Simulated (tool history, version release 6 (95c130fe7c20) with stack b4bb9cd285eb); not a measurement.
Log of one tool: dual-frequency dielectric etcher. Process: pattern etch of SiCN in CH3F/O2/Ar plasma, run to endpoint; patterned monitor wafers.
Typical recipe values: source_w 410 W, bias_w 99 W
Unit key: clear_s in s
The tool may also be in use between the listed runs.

run,hour,source_w,bias_w,wafers since the last listed run,hours since the last wet clean,hours since the last source power generator calibration,hours since the last bias power generator calibration,hours since the last upper electrode change,"incoming incoming film thickness, nm",clear_s
1,0,410,92,0,293.4,3742.5,5069,4904.4,6.5,16.6
2,12.9,410,92,201,306.3,3755.4,5081.9,4917.3,6.42,16.5
3,29.6,410,92,260,323,3772.1,5098.6,4934,6.45,16.6
4,41.2,410,99,181,334.6,3783.7,5110.2,4945.6,6.49,16.3
5,58.5,410,99,270,351.9,3801,5127.5,4962.9,6.52,16.4
# hour 87.6: bias power generator calibrated
# hour 90.1: wet clean of the chamber
6,90.6,410,99,399,0.5,3833.1,3,4995,6.43,15.6
7,90.9,410,99,4,0.8,3833.4,3.3,4995.3,6.51,15.9
8,93,410,99,32,2.9,3835.5,5.4,4997.4,6.45,15.7
# hour 104.7: source power generator calibrated
9,105.2,440,87,127,15.1,0.5,17.6,5009.6,6.48,15.9
10,109.7,490,106,70,19.6,5,22.1,5014.1,6.54,14.4
# hour 140.6: upper electrode replaced
11,141.1,320,110,115,51,36.4,53.5,0.5,6.46,17.2
12,141.5,350,99,6,51.4,36.8,53.9,0.9,6.5,17.2
13,141.8,460,85,4,51.7,37.1,54.2,1.2,6.53,15.8
14,147.1,480,91,82,57,42.4,59.5,6.5,6.58,15.4

Run 15 comes next. What will it give?
15,155,410,79,123,64.9,50.3,67.4,14.4,6.45,?

{"run 15": {"clear_s": 16.8}}
Minus the tool's unlogged condition, the same run would have read clear_s 16.7 s.

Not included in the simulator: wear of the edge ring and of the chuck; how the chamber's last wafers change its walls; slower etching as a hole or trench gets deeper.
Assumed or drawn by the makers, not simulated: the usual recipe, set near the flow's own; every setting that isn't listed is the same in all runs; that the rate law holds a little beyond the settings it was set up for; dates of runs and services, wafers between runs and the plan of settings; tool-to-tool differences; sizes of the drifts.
